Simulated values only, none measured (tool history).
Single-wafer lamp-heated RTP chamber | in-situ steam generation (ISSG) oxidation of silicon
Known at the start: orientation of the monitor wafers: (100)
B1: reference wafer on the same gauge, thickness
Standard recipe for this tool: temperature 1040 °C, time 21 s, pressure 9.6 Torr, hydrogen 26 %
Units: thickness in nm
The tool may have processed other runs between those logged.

Run 1, hour 0.0: usual settings but temperature 1033 °C, time 25 s; B1 7.100. Result: thickness 7.367 nm.
Run 2, hour 64.3: usual settings but time 17 s; B1 7.095. Result: thickness 6.268 nm.
Run 3, hour 107.3: usual settings but time 17 s; B1 7.086. Result: thickness 6.309 nm.
Run 4, hour 150.8: usual settings; B1 7.076. Result: thickness 6.941 nm.
At hour 180.9: pyrometer window cleaned and pyrometer calibrated.
Run 5, hour 200.6: usual settings; B1 7.071. Result: thickness 6.959 nm.
Run 6, hour 296.2: usual settings; B1 7.053. Result: thickness 6.910 nm.
Run 7, hour 344.8: usual settings; B1 7.051. Result: thickness 6.915 nm.
Run 8, hour 393.0: usual settings; B1 7.042. Result: thickness 6.904 nm.
Run 9, hour 479.4: usual settings; B1 7.032. Result: thickness 6.893 nm.
Run 10, hour 520.8: usual settings; B1 7.018. Result: thickness 6.925 nm.
Run 11, hour 616.0: usual settings; B1 7.005. Result: thickness 6.869 nm.
At hour 692.5: pyrometer window cleaned and pyrometer calibrated.
Run 12, hour 713.6: usual settings but pressure 10.2 Torr; B1 6.989. Result: thickness 6.766 nm.
Run 13, hour 786.1: usual settings but time 17 s; B1 6.987. Result: thickness 6.179 nm.
At hour 855.8: hydrogen flow controller replaced.
Run 14, hour 872.7: usual settings but hydrogen 30 %; B1 6.960. Result: thickness 7.115 nm.
At hour 923.8: pressure gauge zeroed.
Run 15, hour 965.9: usual settings; B1 6.945. Result: thickness 6.824 nm.
Run 16, hour 1032.5: usual settings; B1 6.940. Result: thickness 6.833 nm.
Run 17, hour 1138.3: usual settings but time 19 s, pressure 10.2 Torr; B1 6.919. Result: thickness 6.414 nm.
At hour 1188.1: pyrometer window cleaned and pyrometer calibrated.
At hour 1188.1: gauge calibrated.
Run 18, hour 1229.4: usual settings; B1 7.119. Result: thickness 7.033 nm.
Run 19, hour 1312.5: usual settings but time 29 s, hydrogen 30 %; B1 7.105. Result: thickness 8.605 nm.
Run 20, hour 1374.5: usual settings but time 14 s, pressure 10.2 Torr; B1 7.099. Result: thickness 5.631 nm.
Run 21, hour 1479.4: usual settings but temperature 1023 °C, pressure 10.2 Torr; B1 7.069. Result: thickness 6.315 nm.
Run 22, hour 1516.2: usual settings but temperature 1047 °C, time 18 s, pressure 10.2 Torr, hydrogen 30 %; B1 7.065. Result: thickness 6.809 nm.
Run 23, hour 1620.3: usual settings but pressure 9.0 Torr, hydrogen 32 %; B1 7.050. Result: thickness 7.360 nm.

Below are 4 alternative next runs, each starting from the tool's condition after run 23. Predict each:
Run A, hour 1620.7: usual settings but time 25 s; B1 ?. Result: thickness ?.
Run B, hour 1620.7: usual settings but temperature 1034 °C, time 29 s, pressure 10.2 Torr, hydrogen 32 %; B1 ?. Result: thickness ?.
Run C, hour 1620.7: usual settings but temperature 1029 °C, time 24 s; B1 ?. Result: thickness ?.
Run D, hour 1620.7: usual settings but hydrogen 29 %; B1 ?. Result: thickness ?.

run     B1  thickness
  A  7.051      7.559
  B  7.051      8.159
  C  7.051      6.988
  D  7.051      7.084
With the hidden condition removed and each run's random variation left untouched, the same runs would have given:
run  thickness
  A      7.633
  B      8.240
  C      7.057
  D      7.154

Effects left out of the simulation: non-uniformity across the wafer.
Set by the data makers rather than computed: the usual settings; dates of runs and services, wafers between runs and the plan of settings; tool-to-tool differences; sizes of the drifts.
